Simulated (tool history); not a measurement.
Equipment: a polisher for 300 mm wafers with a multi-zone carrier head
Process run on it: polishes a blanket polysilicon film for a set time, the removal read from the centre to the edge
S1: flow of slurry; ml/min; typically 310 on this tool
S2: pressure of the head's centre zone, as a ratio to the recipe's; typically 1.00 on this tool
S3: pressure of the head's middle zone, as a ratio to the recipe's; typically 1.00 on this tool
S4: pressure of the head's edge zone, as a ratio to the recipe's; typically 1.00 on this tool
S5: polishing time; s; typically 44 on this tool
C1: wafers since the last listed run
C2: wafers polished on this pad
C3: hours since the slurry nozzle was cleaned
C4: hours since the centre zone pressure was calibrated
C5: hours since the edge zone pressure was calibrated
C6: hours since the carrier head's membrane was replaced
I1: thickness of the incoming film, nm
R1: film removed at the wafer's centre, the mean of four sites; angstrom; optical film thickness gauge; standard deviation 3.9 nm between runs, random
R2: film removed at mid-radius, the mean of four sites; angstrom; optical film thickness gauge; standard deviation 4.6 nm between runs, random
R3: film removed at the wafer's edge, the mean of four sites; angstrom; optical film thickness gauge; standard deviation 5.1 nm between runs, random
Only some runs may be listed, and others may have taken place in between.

run	hour	S1	S2	S3	S4	S5	C1	C2	C3	C4	C5	C6	I1	R1	R2	R3
1	0.0	210	1.00	1.00	1.00	44	0	3022	363.0	1127.7	1293.3	973.8	1262.5	3536	3614	3634
2	14.9	310	1.00	0.93	1.00	55	245	3267	377.9	1142.6	1308.2	988.7	1259.5	4653	4533	4686
# hour 26.0: edge zone pressure recalibrated
# hour 49.8: worn pad replaced by a new one
# hour 50.3: slurry nozzle cleaned
3	50.8	310	1.00	1.00	1.00	36	484	8	0.5	1178.5	24.8	1024.6	1280.9	3217	3277	3303
4	63.5	310	1.00	1.00	1.00	44	209	218	13.2	1191.2	37.5	1037.3	1259.5	3891	4016	4027
5	87.4	310	1.00	1.00	1.00	44	393	612	37.1	1215.1	61.4	1061.2	1259.3	3925	3971	3835
# hour 112.6: carrier head's membrane replaced by a new one
6	114.2	265	0.90	0.97	1.00	50	359	971	63.9	1241.9	88.2	1.6	1276.7	3896	4237	4292
# hour 128.9: centre zone pressure recalibrated
7	138.5	310	0.95	0.97	1.07	58	367	1338	88.2	9.6	112.5	25.9	1269.7	4815	5053	5208
8	169.5	310	1.00	1.00	1.03	44	510	1849	119.2	40.6	143.5	56.9	1247.6	3838	3821	3905
9	187.7	310	0.95	1.07	1.00	44	299	2149	137.4	58.8	161.7	75.1	1256.3	3644	4071	3817
10	215.2	310	1.00	1.00	1.00	44	453	2603	164.9	86.3	189.2	102.6	1239.2	3695	3870	3826
11	240.0	405	1.04	0.96	1.00	35	408	3011	189.7	111.1	214.0	127.4	1248.3	3218	2986	2967
12	262.0	310	1.00	1.00	1.00	44	362	3374	211.7	133.1	236.0	149.4	1251.1	3813	3818	3756
13	290.4	310	1.00	0.93	1.08	44	468	3842	240.1	161.5	264.4	177.8	1250.2	3735	3584	3844
14	312.0	310	1.00	1.00	1.00	44	356	4198	261.7	183.1	286.0	199.4	1269.4	3789	3761	3663
# hour 341.9: worn pad replaced by a new one
15	342.4	240	1.00	1.00	0.90	53	435	8	292.1	213.5	316.4	229.8	1272.6	4594	4727	4325
16	356.6	310	1.00	1.00	1.00	44	234	242	306.3	227.7	330.6	244.0	1262.7	3972	3985	4003
17	397.4	270	1.00	1.06	0.92	44	672	915	347.1	268.5	371.4	284.8	1261.9	3814	4025	3599
18	418.0	310	1.00	0.93	1.00	34	339	1254	367.7	289.1	392.0	305.4	1246.5	2987	2831	2922
# hour 428.4: slurry nozzle cleaned
19	444.3	310	1.00	1.00	1.00	44	417	1671	15.9	315.4	418.3	331.7	1261.0	3790	3917	3903
20	457.8	310	0.95	1.00	1.00	44	222	1894	29.4	328.9	431.8	345.2	1259.6	3555	3786	3848
21	543.1	310	0.89	1.00	0.89	44	1405	3300	114.7	414.2	517.1	430.5	1236.5	3338	3888	3581
# hour 591.3: worn pad replaced by a new one
22	628.6	310	1.00	1.00	1.00	44	1343	615	200.2	499.7	602.6	516.0	1269.4	3911	3953	3862
23	663.8	390	1.07	1.00	0.96	32	580	1195	235.4	534.9	637.8	551.2	1257.0	3049	2896	2774

Hidden state at the last listed run before each entry between runs and at the first one after, where it differs:
Run 2 -> run 3: edge zone pressure recalibrated (hour 26.0); worn pad replaced by a new one (hour 49.8); slurry nozzle cleaned (hour 50.3)
  removal rate lost through wear of the pad, %: 5.13 -> 0.233
  measured less the result without the state, R1: -252 -> -7 angstrom; R2: -245 -> -7 angstrom; R3: -254 -> -8 angstrom
Run 5 -> run 6: carrier head's membrane replaced by a new one (hour 112.6)
  removal rate lost through wear of the pad, %: 2.02 -> 2.94
  measured less the result without the state, R1: -81 -> -118 angstrom; R2: -82 -> -128 angstrom; R3: -80 -> -130 angstrom
Run 6 -> run 7: centre zone pressure recalibrated (hour 128.9)
  removal rate lost through wear of the pad, %: 2.94 -> 3.55
  measured less the result without the state, R1: -118 -> -177 angstrom; R2: -128 -> -186 angstrom; R3: -130 -> -191 angstrom
Run 14 -> run 15: worn pad replaced by a new one (hour 341.9)
  removal rate lost through wear of the pad, %: 5.23 -> 0.241
  measured less the result without the state, R1: -209 -> -11 angstrom; R2: -207 -> -12 angstrom; R3: -202 -> -11 angstrom
Run 18 -> run 19: slurry nozzle cleaned (hour 428.4)
  removal rate lost through wear of the pad, %: 3.29 -> 3.87
  measured less the result without the state, R1: -102 -> -152 angstrom; R2: -97 -> -157 angstrom; R3: -100 -> -157 angstrom
Run 21 -> run 22: worn pad replaced by a new one (hour 591.3)
  removal rate lost through wear of the pad, %: 4.99 -> 2.37
  measured less the result without the state, R1: -175 -> -95 angstrom; R2: -204 -> -96 angstrom; R3: -188 -> -94 angstrom
